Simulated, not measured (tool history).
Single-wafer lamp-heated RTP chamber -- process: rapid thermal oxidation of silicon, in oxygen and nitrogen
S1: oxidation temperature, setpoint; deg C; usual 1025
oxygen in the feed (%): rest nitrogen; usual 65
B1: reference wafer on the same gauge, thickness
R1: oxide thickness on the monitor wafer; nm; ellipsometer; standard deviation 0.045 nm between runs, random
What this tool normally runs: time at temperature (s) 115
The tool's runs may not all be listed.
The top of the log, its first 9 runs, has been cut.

run 10 hour=429.9 | S1=1025 time_at_temperature_(s)=115 oxygen_in_the_feed_(%)=65 | B1=7.239 | R1=8.222
run 11 hour=519.9 | S1=1025 time_at_temperature_(s)=115 oxygen_in_the_feed_(%)=65 | B1=7.233 | R1=8.289
run 12 hour=694.3 | S1=1047 time_at_temperature_(s)=115 oxygen_in_the_feed_(%)=65 | B1=7.222 | R1=9.857
-- hour=736 pyrometer window cleaned and pyrometer calibrated
run 13 hour=745.8 | S1=1047 time_at_temperature_(s)=115 oxygen_in_the_feed_(%)=65 | B1=7.231 | R1=9.449
-- hour=768 oxygen flow controller replaced
run 14 hour=794.6 | S1=1047 time_at_temperature_(s)=115 oxygen_in_the_feed_(%)=65 | B1=7.235 | R1=9.511
run 15 hour=861.8 | S1=1025 time_at_temperature_(s)=76 oxygen_in_the_feed_(%)=50 | B1=7.23 | R1=6.156
-- hour=895.7 gauge calibrated
run 16 hour=897.8 | S1=1025 time_at_temperature_(s)=115 oxygen_in_the_feed_(%)=65 | B1=7.228 | R1=8.194
run 17 hour=953.5 | S1=1042 time_at_temperature_(s)=84 oxygen_in_the_feed_(%)=65 | B1=7.222 | R1=8.011
run 18 hour=1007.1 | S1=1025 time_at_temperature_(s)=138 oxygen_in_the_feed_(%)=65 | B1=7.229 | R1=8.927
run 19 hour=1045.2 | S1=998 time_at_temperature_(s)=150 oxygen_in_the_feed_(%)=50 | B1=7.226 | R1=6.953
run 20 hour=1179.6 | S1=1002 time_at_temperature_(s)=115 oxygen_in_the_feed_(%)=51 | B1=7.23 | R1=6.375
run 21 hour=1218.3 | S1=1025 time_at_temperature_(s)=115 oxygen_in_the_feed_(%)=65 | B1=7.234 | R1=8.21
run 22 hour=1284.2 | S1=1041 time_at_temperature_(s)=171 oxygen_in_the_feed_(%)=94 | B1=7.225 | R1=12.887
-- hour=1341.9 pyrometer window cleaned and pyrometer calibrated
run 23 hour=1352.7 | S1=1025 time_at_temperature_(s)=115 oxygen_in_the_feed_(%)=65 | B1=7.222 | R1=8.17
run 24 hour=1380 | S1=1025 time_at_temperature_(s)=67 oxygen_in_the_feed_(%)=56 | B1=7.223 | R1=6.049
run 25 hour=1438.6 | S1=1048 time_at_temperature_(s)=164 oxygen_in_the_feed_(%)=57 | B1=7.224 | R1=10.73
run 26 hour=1490.5 | S1=1025 time_at_temperature_(s)=74 oxygen_in_the_feed_(%)=65 | B1=7.228 | R1=6.723
run 27 hour=1535.1 | S1=1025 time_at_temperature_(s)=115 oxygen_in_the_feed_(%)=65 | B1=7.227 | R1=8.161
run 28 hour=1649.4 | S1=1025 time_at_temperature_(s)=115 oxygen_in_the_feed_(%)=65 | B1=7.224 | R1=8.212
run 29 hour=1836.4 | S1=1004 time_at_temperature_(s)=115 oxygen_in_the_feed_(%)=65 | B1=7.233 | R1=7.076
run 30 hour=1891.6 | S1=1025 time_at_temperature_(s)=115 oxygen_in_the_feed_(%)=52 | B1=7.225 | R1=7.696
run 31 hour=1939.5 | S1=1050 time_at_temperature_(s)=115 oxygen_in_the_feed_(%)=48 | B1=7.222 | R1=8.848
-- hour=1981.6 pyrometer window cleaned and pyrometer calibrated
run 32 hour=1982.1 | S1=1010 time_at_temperature_(s)=115 oxygen_in_the_feed_(%)=88 | B1=7.228 | R1=8.131
run 33 hour=2003.6 | S1=1042 time_at_temperature_(s)=64 oxygen_in_the_feed_(%)=55 | B1=7.231 | R1=6.655

5 ways to go on from here, each from the tool as it stands after run 33. What would each give?
run A hour=2004 | S1=1025 time_at_temperature_(s)=115 oxygen_in_the_feed_(%)=65 | B1=? | R1=?
run B hour=2004 | S1=1025 time_at_temperature_(s)=151 oxygen_in_the_feed_(%)=92 | B1=? | R1=?
run C hour=2004 | S1=1025 time_at_temperature_(s)=142 oxygen_in_the_feed_(%)=93 | B1=? | R1=?
run D hour=2004 | S1=1017 time_at_temperature_(s)=88 oxygen_in_the_feed_(%)=65 | B1=? | R1=?
run E hour=2004 | S1=997 time_at_temperature_(s)=115 oxygen_in_the_feed_(%)=37 | B1=? | R1=?

run=A B1=7.228 R1=8.212
run=B B1=7.228 R1=10.562
run=C B1=7.228 R1=10.303
run=D B1=7.228 R1=6.871
run=E B1=7.228 R1=5.513
What these runs would have given with no unlogged condition in the tool:
run=A R1=8.165
run=B R1=10.501
run=C R1=10.244
run=D R1=6.832
run=E R1=5.482

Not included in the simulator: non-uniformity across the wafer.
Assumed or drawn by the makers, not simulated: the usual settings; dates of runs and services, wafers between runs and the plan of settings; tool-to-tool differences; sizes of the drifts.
